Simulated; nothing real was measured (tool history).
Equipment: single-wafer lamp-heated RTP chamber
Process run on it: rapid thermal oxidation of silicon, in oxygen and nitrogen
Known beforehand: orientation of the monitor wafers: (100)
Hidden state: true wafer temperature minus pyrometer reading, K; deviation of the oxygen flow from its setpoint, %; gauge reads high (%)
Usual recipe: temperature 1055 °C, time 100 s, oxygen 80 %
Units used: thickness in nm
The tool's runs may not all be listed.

run,hour,temperature,time,oxygen,wafers since the last listed run,wafers since the last pyrometer calibration,hours since the oxygen flow controller was replaced,hours since the gauge calibration,"read-back reference wafer on the same gauge, thickness",thickness
1,0,1055,100,80,0,4683,2480.4,52.1,11.566,10.69
2,11.9,1055,100,80,134,4817,2492.3,64,11.594,10.665
3,24.2,1055,100,80,138,4956,2504.6,76.3,11.608,10.602
4,32.8,1055,80,80,96,5053,2513.2,84.9,11.568,9.601
5,39.1,1055,80,80,70,5123,2519.5,91.2,11.604,9.503
6,54.5,1047,100,68,173,5297,2534.9,106.6,11.578,9.551
7,61.4,1055,100,80,77,5375,2541.8,113.5,11.605,10.718
8,74.3,1055,100,80,145,5520,2554.7,126.4,11.596,10.676
9,88.1,1055,100,80,155,5675,2568.5,140.2,11.584,10.717
10,96.6,1055,79,89,95,5771,2577,148.7,11.585,9.87
11,109.1,1055,100,80,140,5912,2589.5,161.2,11.607,10.716
12,119.8,1055,100,80,120,6032,2600.2,171.9,11.591,10.787
13,133.1,1055,100,80,149,6182,2613.5,185.2,11.594,10.617
14,149.8,1055,100,80,188,6370,2630.2,201.9,11.581,10.758
15,164.3,1055,100,80,163,6533,2644.7,216.4,11.629,10.586
16,177.2,1055,100,80,145,6679,2657.6,229.3,11.601,10.824
17,191.4,1055,100,80,159,6839,2671.8,243.5,11.607,10.601
18,202.2,1055,100,80,121,6960,2682.6,254.3,11.603,10.708
# hour 215: oxygen flow controller replaced
19,215.5,1055,100,80,59,7020,0.5,267.6,11.597,10.569
# hour 225.5: gauge calibrated
20,230.5,1055,115,80,168,7189,15.5,5,11.605,11.291
21,247.4,1070,100,68,190,7379,32.4,21.9,11.599,11.069
22,258.5,1029,65,60,124,7504,43.5,33,11.612,6.662
23,264.5,1079,146,93,67,7572,49.5,39,11.599,15.869
24,276.2,1045,54,71,131,7703,61.2,50.7,11.615,7.255
25,290.5,1045,100,63,161,7864,75.5,65,11.579,9.122
26,299.3,1055,100,80,99,7963,84.3,73.8,11.616,10.708
27,312.3,1055,100,80,146,8110,97.3,86.8,11.605,10.746
28,329.6,1082,116,96,194,8305,114.6,104.1,11.599,14.635
# hour 343.5: pyrometer window cleaned and pyrometer calibrated
29,347.4,1055,115,80,110,43,132.4,121.9,11.573,10.66
30,363.3,1027,100,80,179,222,148.3,137.8,11.589,8.177
31,377.2,1077,100,80,156,379,162.2,151.7,11.588,11.73
32,394.6,1055,100,57,195,575,179.6,169.1,11.593,9.004
33,406.6,1055,100,80,135,710,191.6,181.1,11.624,10.177
34,413.1,1055,100,98,73,783,198.1,187.6,11.601,10.944
35,419.6,1055,100,80,73,856,204.6,194.1,11.615,10.234
36,433.2,1026,76,98,153,1009,218.2,207.7,11.607,7.947
37,447.9,1055,100,95,165,1175,232.9,222.4,11.577,10.91

How would selected steps in thickness from run to run divide? Give the signed amount a tool lacking its hidden state would still show from settings, what came in and random variation, and the signed amount left for the hidden state, including any gauge scatter that is not in both of the compared results.
Run 21 -> 22: temperature 1070 -> 1029, time 100 -> 65, oxygen 68 -> 60. thickness -4.407 nm: hidden state -0.262, all else -4.145.
Run 22 -> 23: temperature 1029 -> 1079, time 65 -> 146, oxygen 60 -> 93. thickness +9.207 nm: hidden state +0.562, all else +8.645.
Run 23 -> 24: temperature 1079 -> 1045, time 146 -> 54, oxygen 93 -> 71. thickness -8.614 nm: hidden state -0.528, all else -8.086.
Run 28 -> 29: temperature 1082 -> 1055, time 116 -> 115, oxygen 96 -> 80, pyrometer window cleaned and pyrometer calibrated. thickness -3.975 nm: hidden state -0.909, all else -3.066.
